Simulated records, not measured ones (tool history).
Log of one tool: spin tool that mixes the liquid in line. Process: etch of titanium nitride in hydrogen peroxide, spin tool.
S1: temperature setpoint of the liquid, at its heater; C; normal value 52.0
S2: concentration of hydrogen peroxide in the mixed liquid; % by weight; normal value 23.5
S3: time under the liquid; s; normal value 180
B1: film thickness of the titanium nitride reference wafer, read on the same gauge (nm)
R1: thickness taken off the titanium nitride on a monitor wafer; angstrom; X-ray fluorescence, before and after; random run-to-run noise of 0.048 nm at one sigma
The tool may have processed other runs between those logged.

| run | hour | S1 | S2 | S3 | B1 | R1 |
|---|---|---|---|---|---|---|
| 1 | 0.0 | 52.0 | 23.5 | 180 | 39.98 | 95.9 |
|  | 35.9 | thermometer replaced |
| 2 | 99.6 | 52.0 | 23.5 | 180 | 40.04 | 95.9 |
| 3 | 177.5 | 52.0 | 23.5 | 180 | 39.96 | 95.1 |
|  | 212.6 | heated supply line repaired |
| 4 | 274.3 | 52.0 | 23.5 | 235 | 40.00 | 125.5 |
| 5 | 317.9 | 52.0 | 23.5 | 235 | 40.00 | 123.7 |
|  | 353.3 | peroxide flow meter replaced |
| 6 | 363.7 | 52.0 | 23.5 | 180 | 40.01 | 94.8 |
| 7 | 414.7 | 52.0 | 23.5 | 180 | 40.03 | 95.4 |
|  | 538.2 | new drum of peroxide connected |
| 8 | 548.2 | 58.0 | 17.0 | 180 | 39.99 | 137.0 |
|  | 552.9 | gauge calibrated |
| 9 | 639.0 | 61.0 | 18.0 | 220 | 39.98 | 206.3 |
| 10 | 746.1 | 52.0 | 23.5 | 180 | 39.98 | 95.9 |
|  | 804.3 | peroxide flow meter replaced |
| 11 | 805.8 | 61.5 | 18.0 | 220 | 39.99 | 214.2 |
| 12 | 861.6 | 48.0 | 25.5 | 90 | 39.96 | 36.6 |
| 13 | 924.8 | 45.5 | 26.5 | 180 | 40.00 | 61.5 |
| 14 | 980.0 | 55.5 | 20.5 | 135 | 40.01 | 88.5 |
| 15 | 1086.9 | 55.5 | 23.5 | 260 | 39.97 | 177.6 |
| 16 | 1129.1 | 52.0 | 27.5 | 180 | 40.00 | 99.0 |
|  | 1185.9 | thermometer replaced |
| 17 | 1227.1 | 46.5 | 18.0 | 110 | 39.98 | 36.9 |
|  | 1319.8 | peroxide flow meter replaced |
| 18 | 1324.6 | 52.0 | 23.5 | 95 | 40.05 | 50.8 |
| 19 | 1383.5 | 43.5 | 23.5 | 75 | 39.99 | 21.3 |
| 20 | 1444.9 | 52.0 | 23.5 | 180 | 40.02 | 96.2 |
|  | 1468.2 | new drum of peroxide connected |
| 21 | 1485.0 | 52.0 | 23.5 | 180 | 39.97 | 95.9 |
| 22 | 1558.8 | 52.0 | 23.5 | 180 | 39.99 | 96.4 |
| 23 | 1620.0 | 52.0 | 23.5 | 180 | 39.98 | 96.1 |
| 24 | 1674.7 | 45.5 | 29.5 | 245 | 40.00 | 85.2 |

How would selected steps in R1 from run to run divide? Give the signed amount a tool lacking its hidden state would still show from settings, what came in and random variation, and the signed amount left for the hidden state, including any gauge scatter that is not in both of the compared results.
What the log doesn't record here: liquid hotter than its thermometer reads (K); peroxide flow below the setpoint (%); temperature lost on the way to the wafer (K); peroxide weaker than its label (%); gauge reads high (%).
Run 7 -> 8: S1 52.0 -> 58.0, S2 23.5 -> 17.0, new drum of peroxide connected. R1 +41.6 angstrom: hidden state +1.5, all else +40.1.
Run 10 -> 11: S1 52.0 -> 61.5, S2 23.5 -> 18.0, S3 180 -> 220, peroxide flow meter replaced. R1 +118.3 angstrom: hidden state -0.8, all else +119.1.
Run 11 -> 12: S1 61.5 -> 48.0, S2 18.0 -> 25.5, S3 220 -> 90. R1 -177.6 angstrom: hidden state +1.0, all else -178.6.
Run 20 -> 21: new drum of peroxide connected. R1 -0.3 angstrom: hidden state +1.4, all else -1.7.

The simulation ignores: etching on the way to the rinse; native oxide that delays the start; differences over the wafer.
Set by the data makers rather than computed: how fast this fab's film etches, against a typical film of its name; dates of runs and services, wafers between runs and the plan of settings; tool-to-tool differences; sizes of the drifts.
